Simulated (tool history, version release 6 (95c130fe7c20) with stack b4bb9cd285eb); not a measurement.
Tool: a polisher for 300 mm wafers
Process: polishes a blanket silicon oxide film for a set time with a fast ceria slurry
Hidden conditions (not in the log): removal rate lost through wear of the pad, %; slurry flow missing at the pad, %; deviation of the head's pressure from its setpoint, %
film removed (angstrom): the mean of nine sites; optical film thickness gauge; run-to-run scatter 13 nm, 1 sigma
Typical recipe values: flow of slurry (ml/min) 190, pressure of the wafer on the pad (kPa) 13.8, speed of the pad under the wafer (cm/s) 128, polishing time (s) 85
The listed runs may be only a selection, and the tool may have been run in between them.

run    hour  flow of slurry (ml/min)  pressure of the wafer on the pad (kPa)  speed of the pad under the wafer (cm/s)  polishing time (s)  wafers since the last listed run  wafers polished on this pad  hours since the slurry nozzle was cleaned  hours since the head pressure was calibrated  incoming thickness of the incoming film, nm  film removed (angstrom)
  1       0                      190                                    13.8                                      128                  85                                 0                          699                                      447.1                                         306.9                                       3925.9                     8347
       20.5  -- slurry nozzle cleaned
  2    80.2                      190                                    13.8                                      128                  85                               948                         1647                                       59.7                                         387.1                                       3885.8                     9055
  3     175                      190                                    13.8                                      128                  85                              1135                         2782                                      154.5                                         481.9                                       3894.7                     8939
  4   241.4                      190                                    13.8                                      128                  85                               794                         3577                                      220.9                                         548.3                                       3998.8                     8745
  5   308.4                      190                                    13.8                                      128                  85                               802                         4379                                      287.9                                         615.3                                       3944.2                     8612
  6   382.4                      190                                    13.8                                      128                  85                               885                         5265                                      361.9                                         689.3                                       3954.4                     8297
  7   427.7                      190                                     9.7                                      128                  85                               542                         5808                                      407.2                                         734.6                                       3956.9                     5866
        467  -- worn pad replaced by a new one
      478.2  -- slurry nozzle cleaned
  8   524.7                      190                                     9.7                                      128                  85                              1101                          678                                       46.5                                         831.6                                       3922.6                     6157
  9   619.1                      190                                     9.7                                      128                  85                              1130                         1809                                      140.9                                           926                                       3919.9                     6134
 10   696.4                      190                                    10.3                                      128                 103                               925                         2734                                      218.2                                        1003.3                                       3982.3                     7847
      780.5  -- head pressure recalibrated
 11   791.3                      190                                    10.3                                      146                  85                              1112                         3846                                      313.1                                          10.8                                       3988.8                     7825
 12   840.3                      190                                    12.4                                      128                  85                               586                         4433                                      362.1                                          59.8                                       3978.3                     8004
      877.4  -- worn pad replaced by a new one
 13   891.7                      190                                    13.8                                      128                  85                               567                          171                                      413.5                                         111.2                                       3914.3                     8546
      924.8  -- slurry nozzle cleaned
 14   962.4                      190                                    13.8                                      128                  85                               834                         1005                                       37.6                                         181.9                                       3977.3                     9324
 15  1036.5                      190                                    13.8                                      128                  85                               887                         1892                                      111.7                                           256                                       4008.2                     9040
 16  1110.5                      190                                    12.4                                       96                  85                               885                         2778                                      185.7                                           330                                       3993.7                     6032
 17    1267                      190                                    12.4                                       96                  85                              1873                         4652                                      342.2                                         486.5                                       3990.7                     5701
     1306.2  -- worn pad replaced by a new one
 18  1340.8                      190                                    13.8                                      110                  74                               835                          414                                        416                                         560.3                                       3885.2                     6118
     1398.1  -- slurry nozzle cleaned
 19  1439.6                      190                                    13.8                                      166                  85                              1170                         1585                                       41.5                                         659.1                                       3942.9                    11679
 20  1525.6                      190                                    13.8                                      144                  85                              1029                         2614                                      127.5                                         745.1                                         3934                    10102
 21  1580.3                      190                                    13.8                                      128                  66                               654                         3269                                      182.2                                         799.8                                       3960.5                     6733
 22    1654                      190                                    13.8                                      128                 102                               882                         4152                                      255.9                                         873.5                                       4024.1                    10441
 23  1752.5                      190                                    13.8                                      128                  85                              1179                         5331                                      354.4                                           972                                       4020.2                     8297
     1791.8  -- worn pad replaced by a new one
     1807.8  -- head pressure recalibrated
 24  1832.6                      190                                    13.8                                      128                  85                               887                          464                                      434.5                                          24.8                                       3955.6                     8665
 25  1884.5                      135                                    13.8                                      128                  85                               621                         1085                                      486.4                                          76.7                                       3998.3                     7487
     1897.2  -- slurry nozzle cleaned
 26  1941.1                      190                                    13.8                                      128                  85                               665                         1751                                       43.9                                         133.3                                       4039.9                     9425
 27  1991.5                      220                                    17.9                                      128                 104                               603                         2354                                       94.3                                         183.7                                       4015.8                    15127
 28  2040.4                      250                                    17.9                                      128                  85                               585                         2940                                      143.2                                         232.6                                       3945.8                    12432
 29  2107.1                      190                                    13.8                                      144                  85                               798                         3738                                      209.9                                         299.3                                         3998                    10191
 30  2147.4                      190                                    13.8                                      150                  85                               482                         4221                                      250.2                                         339.6                                       3901.4                    10349
 31  2202.3                      165                                    13.8                                       94                  85                               657                         4878                                      305.1                                         394.5                                       3947.3                     6230
       2231  -- worn pad replaced by a new one
 32  2239.4                      215                                      11                                      112                  85                               396                          100                                      342.2                                         431.6                                       3998.7                     6033
 33  2325.1                      225                                    17.2                                      142                  85                              1026                         1126                                      427.9                                         517.3                                       3984.2                    11934
     2345.2  -- slurry nozzle cleaned
 34  2362.6                      145                                    13.8                                      152                  85                               437                         1563                                       17.4                                         554.8                                       3974.4                    10247

Consider 4 possible next runs. They are alternatives, not a sequence: every one starts from the tool as it was left by run 34. What does each give?
  A  2363                      190                                    13.8                                      128                  64                                 4                         1568                                       17.8                                         555.2                                       3975.8                        ?
  B  2363                      160                                    17.2                                      128                  85                                 4                         1568                                       17.8                                         555.2                                       3975.8                        ?
  C  2363                      235                                    10.3                                      128                  58                                 4                         1568                                       17.8                                         555.2                                       3975.8                        ?
  D  2363                      145                                    17.2                                      146                  85                                 4                         1568                                       17.8                                         555.2                                       3975.8                        ?

run  film removed (angstrom)
  A                     6784
  B                    10927
  C                     4752
  D                    12211
Take away the tool's hidden state, keep each run's random variation, and the runs would have read:
run  film removed (angstrom)
  A                     7208
  B                    11625
  C                     5043
  D                    13000

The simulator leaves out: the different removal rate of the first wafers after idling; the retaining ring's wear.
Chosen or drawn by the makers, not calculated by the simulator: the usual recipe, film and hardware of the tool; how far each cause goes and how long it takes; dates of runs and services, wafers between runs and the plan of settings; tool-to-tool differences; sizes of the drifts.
